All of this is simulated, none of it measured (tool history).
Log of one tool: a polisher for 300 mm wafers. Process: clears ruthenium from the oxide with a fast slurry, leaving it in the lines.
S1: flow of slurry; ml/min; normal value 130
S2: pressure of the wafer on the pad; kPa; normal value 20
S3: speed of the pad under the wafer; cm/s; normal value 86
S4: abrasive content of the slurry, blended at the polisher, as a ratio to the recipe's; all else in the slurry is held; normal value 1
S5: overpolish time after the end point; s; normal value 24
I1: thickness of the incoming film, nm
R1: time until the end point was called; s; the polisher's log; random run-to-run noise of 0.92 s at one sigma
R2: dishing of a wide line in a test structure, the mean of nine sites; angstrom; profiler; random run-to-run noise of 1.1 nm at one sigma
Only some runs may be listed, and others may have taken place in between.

Run 1, day 0: usual settings; I1 209.2. Result: R1 68.7 s, R2 461 angstrom.
At day 0.283: slurry nozzle cleaned.
Run 2, day 0.408: usual settings; I1 212.8. Result: R1 68.1 s, R2 451 angstrom.
Run 3, day 0.892: usual settings; I1 213.1. Result: R1 69.4 s, R2 463 angstrom.
Run 4, day 1.279: usual settings; I1 212. Result: R1 69.2 s, R2 460 angstrom.
Run 5, day 1.933: usual settings but S1 100 ml/min; I1 210.7. Result: R1 74.6 s, R2 448 angstrom.
Run 6, day 2.425: usual settings but S2 22.1 kPa; I1 206. Result: R1 60.5 s, R2 500 angstrom.
At day 3.938: worn pad replaced by a new one.
Run 7, day 4.592: usual settings but S2 22.1 kPa; I1 209.6. Result: R1 61.9 s, R2 510 angstrom.
At day 4.712: slurry blender recalibrated.
Run 8, day 4.975: usual settings but S4 1.1; I1 210.6. Result: R1 66.5 s, R2 492 angstrom.
Run 9, day 5.625: usual settings but S4 1.1; I1 212.5. Result: R1 68.4 s, R2 484 angstrom.
Run 10, day 5.908: usual settings; I1 208.8. Result: R1 68.4 s, R2 476 angstrom.
Run 11, day 6.458: usual settings; I1 207.6. Result: R1 69.5 s, R2 465 angstrom.
At day 7.104: worn pad replaced by a new one.
Run 12, day 7.125: usual settings but S5 20 s; I1 212.8. Result: R1 71 s, R2 423 angstrom.
At day 7.288: head pressure recalibrated.
Run 13, day 7.538: usual settings but S1 120 ml/min, S3 68 cm/s; I1 210.3. Result: R1 82.6 s, R2 442 angstrom.
Run 14, day 7.867: usual settings but S2 13.8 kPa, S3 106 cm/s, S5 28 s; I1 210.9. Result: R1 76.7 s, R2 498 angstrom.
Run 15, day 8.229: usual settings but S2 22.8 kPa; I1 208.6. Result: R1 57.8 s, R2 546 angstrom.
Run 16, day 8.688: usual settings but S1 95 ml/min, S3 64 cm/s, S5 13 s; I1 208. Result: R1 91.8 s, R2 238 angstrom.
Run 17, day 9.162: usual settings but S4 0.85; I1 209.5. Result: R1 68.2 s, R2 467 angstrom.
At day 9.675: slurry blender recalibrated.
Run 18, day 9.758: usual settings; I1 211. Result: R1 65.6 s, R2 499 angstrom.
At day 10.654: slurry nozzle cleaned.
At day 10.854: worn pad replaced by a new one.
Run 19, day 10.983: usual settings but S2 14.5 kPa, S3 72 cm/s, S5 11 s; I1 209.7. Result: R1 109.8 s, R2 174 angstrom.
Run 20, day 11.508: usual settings but S2 14.5 kPa, S3 72 cm/s, S5 11 s; I1 210.4. Result: R1 107.6 s, R2 183 angstrom.
Run 21, day 11.8: usual settings but S3 108 cm/s; I1 209.3. Result: R1 53.5 s, R2 575 angstrom.
Run 22, day 12.517: usual settings but S1 85 ml/min, S3 56 cm/s; I1 208.1. Result: R1 114.4 s, R2 333 angstrom.
Run 23, day 13.071: usual settings but S4 1.1, S5 31 s; I1 209.3. Result: R1 66.1 s, R2 553 angstrom.
Run 24, day 13.788: usual settings but S3 110 cm/s; I1 213.6. Result: R1 54.4 s, R2 542 angstrom.
Run 25, day 14.279: usual settings but S1 160 ml/min; I1 209.3. Result: R1 63.5 s, R2 485 angstrom.
At day 15.079: worn pad replaced by a new one.
Run 26, day 15.1: usual settings but S1 170 ml/min, S3 66 cm/s, S4 0.7, S5 34 s; I1 214.2. Result: R1 95.2 s, R2 494 angstrom.
Run 27, day 15.383: usual settings but S1 115 ml/min, S3 72 cm/s, S4 0.75; I1 213.6. Result: R1 92.5 s, R2 394 angstrom.

Alternative continuations, all from the tool just after run 27; predict every row:
Run A, day 15.4: usual settings; I1 211.4. Result: R1 ?, R2 ?.
Run B, day 15.4: usual settings but S4 0.8, S5 18 s; I1 211.4. Result: R1 ?, R2 ?.
Run C, day 15.4: usual settings but S2 13.1 kPa, S5 33 s; I1 211.4. Result: R1 ?, R2 ?.
Run D, day 15.4: usual settings but S1 115 ml/min, S3 114 cm/s, S4 1.2; I1 211.4. Result: R1 ?, R2 ?.
Run E, day 15.4: usual settings but S4 1.2; I1 211.4. Result: R1 ?, R2 ?.

run     R1   R2
  A   69.1  471
  B   73.4  370
  C  105.4  440
  D     51  564
  E   65.7  486
Take away the tool's hidden state, keep each run's random variation, and the runs would have read:
run    R1   R2
  A  62.6  501
  B  66.6  397
  C  95.6  469
  D  46.2  594
  E  59.5  517

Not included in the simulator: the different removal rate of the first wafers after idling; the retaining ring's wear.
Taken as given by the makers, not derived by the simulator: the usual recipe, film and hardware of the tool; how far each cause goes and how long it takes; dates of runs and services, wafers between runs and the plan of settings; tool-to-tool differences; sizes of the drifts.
